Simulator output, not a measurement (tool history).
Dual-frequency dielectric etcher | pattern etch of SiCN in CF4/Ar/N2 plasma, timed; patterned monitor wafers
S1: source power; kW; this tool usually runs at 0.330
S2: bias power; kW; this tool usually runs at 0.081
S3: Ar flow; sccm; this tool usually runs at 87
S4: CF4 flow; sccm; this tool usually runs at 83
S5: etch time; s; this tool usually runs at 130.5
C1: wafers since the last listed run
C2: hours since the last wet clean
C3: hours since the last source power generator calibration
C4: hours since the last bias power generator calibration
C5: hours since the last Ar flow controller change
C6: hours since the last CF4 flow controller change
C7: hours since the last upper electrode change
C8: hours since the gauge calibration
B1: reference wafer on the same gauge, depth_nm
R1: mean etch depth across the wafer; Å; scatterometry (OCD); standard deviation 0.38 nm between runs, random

run,hour,S1,S2,S3,S4,S5,C1,C2,C3,C4,C5,C6,C7,C8,B1,R1
1,0.0,0.370,0.081,87,89,130.5,0,0.5,2825.4,1713.6,4046.8,164.7,459.1,680.4,93.2,1137
2,35.8,0.330,0.081,87,83,130.5,365,36.3,2861.2,1749.4,4082.6,200.5,494.9,716.2,93.3,1000
# hour 72.2: source power generator calibrated
3,77.8,0.400,0.081,97,83,100.5,387,78.3,5.6,1791.4,4124.6,242.5,536.9,758.2,93.4,928
4,117.3,0.330,0.081,87,83,159.5,403,117.8,45.1,1830.9,4164.1,282.0,576.4,797.7,93.2,1228
5,174.4,0.260,0.075,107,100,130.5,582,174.9,102.2,1888.0,4221.2,339.1,633.5,854.8,93.1,774
# hour 186.0: Ar flow controller replaced
6,230.4,0.300,0.081,87,83,168.0,510,230.9,158.2,1944.0,44.4,395.1,689.5,910.8,93.1,1175
7,268.6,0.330,0.081,87,83,107.0,390,269.1,196.4,1982.2,82.6,433.3,727.7,949.0,93.2,822
8,338.5,0.330,0.081,87,66,130.5,713,339.0,266.3,2052.1,152.5,503.2,797.6,1018.9,93.4,965
# hour 358.1: bias power generator calibrated
9,370.1,0.330,0.081,87,93,142.5,281,370.6,297.9,12.0,184.1,534.8,829.2,1050.5,93.2,1101
10,398.2,0.330,0.064,87,72,130.5,286,398.7,326.0,40.1,212.2,562.9,857.3,1078.6,93.2,902
11,455.2,0.400,0.081,70,83,130.5,581,455.7,383.0,97.1,269.2,619.9,914.3,1135.6,93.3,1220
12,504.3,0.330,0.081,87,83,130.5,501,504.8,432.1,146.2,318.3,669.0,963.4,1184.7,93.2,983
13,541.8,0.280,0.081,87,83,130.5,382,542.3,469.6,183.7,355.8,706.5,1000.9,1222.2,93.2,834

Run 14, settings as shown, results not yet in. Your forecast:
# hour 576.8: wet clean of the chamber
14,577.8,0.330,0.081,87,83,130.5,122,1.0,505.6,219.7,391.8,742.5,1036.9,1258.2,?,?

B1: 93.3
R1: 986 Å
On a tool with no hidden condition, and with the same random variation, this run would have come out at R1 987 Å.

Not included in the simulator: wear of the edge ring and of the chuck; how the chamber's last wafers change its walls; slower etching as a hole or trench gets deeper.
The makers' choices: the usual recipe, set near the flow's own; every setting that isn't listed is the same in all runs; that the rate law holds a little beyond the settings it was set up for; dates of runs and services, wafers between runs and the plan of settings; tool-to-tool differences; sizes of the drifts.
